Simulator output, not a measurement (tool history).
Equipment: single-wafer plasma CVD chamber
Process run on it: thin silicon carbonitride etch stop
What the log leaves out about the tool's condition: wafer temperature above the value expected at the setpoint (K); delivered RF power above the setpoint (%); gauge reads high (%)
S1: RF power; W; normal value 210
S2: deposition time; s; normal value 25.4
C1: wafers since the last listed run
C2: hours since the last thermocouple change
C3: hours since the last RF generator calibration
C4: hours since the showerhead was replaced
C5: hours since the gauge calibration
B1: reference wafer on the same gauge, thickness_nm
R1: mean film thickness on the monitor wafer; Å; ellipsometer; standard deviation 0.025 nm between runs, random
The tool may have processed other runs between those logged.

run 1 hour=0 | S1=195 S2=25.4 | C1=0 C2=2192.4 C3=1382.1 C4=6679.7 C5=202.9 | B1=13.806 | R1=162.02
run 2 hour=15.7 | S1=195 S2=25.4 | C1=486 C2=2208.1 C3=1397.8 C4=6695.4 C5=218.6 | B1=13.801 | R1=162.34
run 3 hour=26.4 | S1=195 S2=25.4 | C1=331 C2=2218.8 C3=1408.5 C4=6706.1 C5=229.3 | B1=13.802 | R1=161.61
run 4 hour=41.8 | S1=235 S2=28.6 | C1=477 C2=2234.2 C3=1423.9 C4=6721.5 C5=244.7 | B1=13.802 | R1=189.05
run 5 hour=58 | S1=210 S2=25.4 | C1=501 C2=2250.4 C3=1440.1 C4=6737.7 C5=260.9 | B1=13.794 | R1=164.15
run 6 hour=68.2 | S1=210 S2=25.4 | C1=315 C2=2260.6 C3=1450.3 C4=6747.9 C5=271.1 | B1=13.805 | R1=164.26
run 7 hour=79.1 | S1=210 S2=25.4 | C1=337 C2=2271.5 C3=1461.2 C4=6758.8 C5=282 | B1=13.799 | R1=164.08
run 8 hour=94.1 | S1=225 S2=25.4 | C1=464 C2=2286.5 C3=1476.2 C4=6773.8 C5=297 | B1=13.806 | R1=166.85
run 9 hour=106.5 | S1=210 S2=23.6 | C1=384 C2=2298.9 C3=1488.6 C4=6786.2 C5=309.4 | B1=13.801 | R1=153.03
run 10 hour=122.6 | S1=210 S2=23.6 | C1=498 C2=2315 C3=1504.7 C4=6802.3 C5=325.5 | B1=13.807 | R1=152.78
run 11 hour=140.1 | S1=210 S2=23.6 | C1=542 C2=2332.5 C3=1522.2 C4=6819.8 C5=343 | B1=13.805 | R1=152.85
-- hour=143 gauge calibrated
run 12 hour=147.7 | S1=200 S2=25.4 | C1=235 C2=2340.1 C3=1529.8 C4=6827.4 C5=4.7 | B1=13.8 | R1=162.88
run 13 hour=160.8 | S1=200 S2=25.4 | C1=405 C2=2353.2 C3=1542.9 C4=6840.5 C5=17.8 | B1=13.804 | R1=163.24
run 14 hour=167.1 | S1=200 S2=25.4 | C1=195 C2=2359.5 C3=1549.2 C4=6846.8 C5=24.1 | B1=13.788 | R1=162.91
run 15 hour=184.1 | S1=210 S2=25.4 | C1=526 C2=2376.5 C3=1566.2 C4=6863.8 C5=41.1 | B1=13.804 | R1=164.25
run 16 hour=201.7 | S1=210 S2=25.4 | C1=545 C2=2394.1 C3=1583.8 C4=6881.4 C5=58.7 | B1=13.796 | R1=164.47
-- hour=217.1 showerhead replaced
run 17 hour=217.6 | S1=210 S2=25.4 | C1=244 C2=2410 C3=1599.7 C4=0.5 C5=74.6 | B1=13.796 | R1=164.57
-- hour=226.8 RF generator calibrated
run 18 hour=231.6 | S1=210 S2=25.4 | C1=185 C2=2424 C3=4.8 C4=14.5 C5=88.6 | B1=13.806 | R1=164.04
run 19 hour=248.3 | S1=210 S2=25.4 | C1=517 C2=2440.7 C3=21.5 C4=31.2 C5=105.3 | B1=13.803 | R1=164.53
run 20 hour=264.2 | S1=245 S2=23.1 | C1=492 C2=2456.6 C3=37.4 C4=47.1 C5=121.2 | B1=13.798 | R1=153.99
run 21 hour=270.6 | S1=195 S2=21.4 | C1=198 C2=2463 C3=43.8 C4=53.5 C5=127.6 | B1=13.804 | R1=136.97
run 22 hour=282.7 | S1=225 S2=22.6 | C1=374 C2=2475.1 C3=55.9 C4=65.6 C5=139.7 | B1=13.802 | R1=148.15
run 23 hour=290.7 | S1=210 S2=25.4 | C1=247 C2=2483.1 C3=63.9 C4=73.6 C5=147.7 | B1=13.808 | R1=164.69
run 24 hour=297.6 | S1=210 S2=30.1 | C1=213 C2=2490 C3=70.8 C4=80.5 C5=154.6 | B1=13.797 | R1=194.84
run 25 hour=308.7 | S1=245 S2=25.4 | C1=343 C2=2501.1 C3=81.9 C4=91.6 C5=165.7 | B1=13.803 | R1=169.06
run 26 hour=320.3 | S1=250 S2=29.6 | C1=359 C2=2512.7 C3=93.5 C4=103.2 C5=177.3 | B1=13.8 | R1=198.13
run 27 hour=328.6 | S1=180 S2=23 | C1=257 C2=2521 C3=101.8 C4=111.5 C5=185.6 | B1=13.799 | R1=144.54
run 28 hour=336.3 | S1=175 S2=22.4 | C1=238 C2=2528.7 C3=109.5 C4=119.2 C5=193.3 | B1=13.808 | R1=139.77
-- hour=346.9 thermocouple changed; heater temperature recalibrated
run 29 hour=347.3 | S1=240 S2=21.7 | C1=92 C2=0.4 C3=120.5 C4=130.2 C5=204.3 | B1=13.801 | R1=143.96
run 30 hour=357.9 | S1=210 S2=25.4 | C1=328 C2=11 C3=131.1 C4=140.8 C5=214.9 | B1=13.804 | R1=164.33
run 31 hour=368.4 | S1=245 S2=25.4 | C1=325 C2=21.5 C3=141.6 C4=151.3 C5=225.4 | B1=13.807 | R1=169.24
run 32 hour=382.1 | S1=250 S2=28.1 | C1=424 C2=35.2 C3=155.3 C4=165 C5=239.1 | B1=13.803 | R1=187.43
run 33 hour=397.9 | S1=200 S2=25.4 | C1=489 C2=51 C3=171.1 C4=180.8 C5=254.9 | B1=13.799 | R1=163.01
run 34 hour=408.4 | S1=210 S2=25.4 | C1=325 C2=61.5 C3=181.6 C4=191.3 C5=265.4 | B1=13.806 | R1=164.28
run 35 hour=423.5 | S1=210 S2=30.2 | C1=467 C2=76.6 C3=196.7 C4=206.4 C5=280.5 | B1=13.795 | R1=195.34
run 36 hour=447.5 | S1=195 S2=20.4 | C1=743 C2=100.6 C3=220.7 C4=230.4 C5=304.5 | B1=13.801 | R1=130.4

Consider 4 possible next runs. They are alternatives, not a sequence: every one starts from the tool as it was left by run 36. What does each give?
run A hour=447.9 | S1=210 S2=25.4 | C1=12 C2=101 C3=221.1 C4=230.8 C5=304.9 | B1=? | R1=?
run B hour=447.9 | S1=180 S2=29.8 | C1=12 C2=101 C3=221.1 C4=230.8 C5=304.9 | B1=? | R1=?
run C hour=447.9 | S1=170 S2=21.3 | C1=12 C2=101 C3=221.1 C4=230.8 C5=304.9 | B1=? | R1=?
run D hour=447.9 | S1=170 S2=27 | C1=12 C2=101 C3=221.1 C4=230.8 C5=304.9 | B1=? | R1=?

run=A B1=13.807 R1=164.21
run=B B1=13.807 R1=187.23
run=C B1=13.807 R1=132.47
run=D B1=13.807 R1=167.93
The same runs, with their run-to-run variation unchanged, on a tool lacking any hidden condition would have given:
run=A R1=164.21
run=B R1=187.23
run=C R1=132.47
run=D R1=167.93
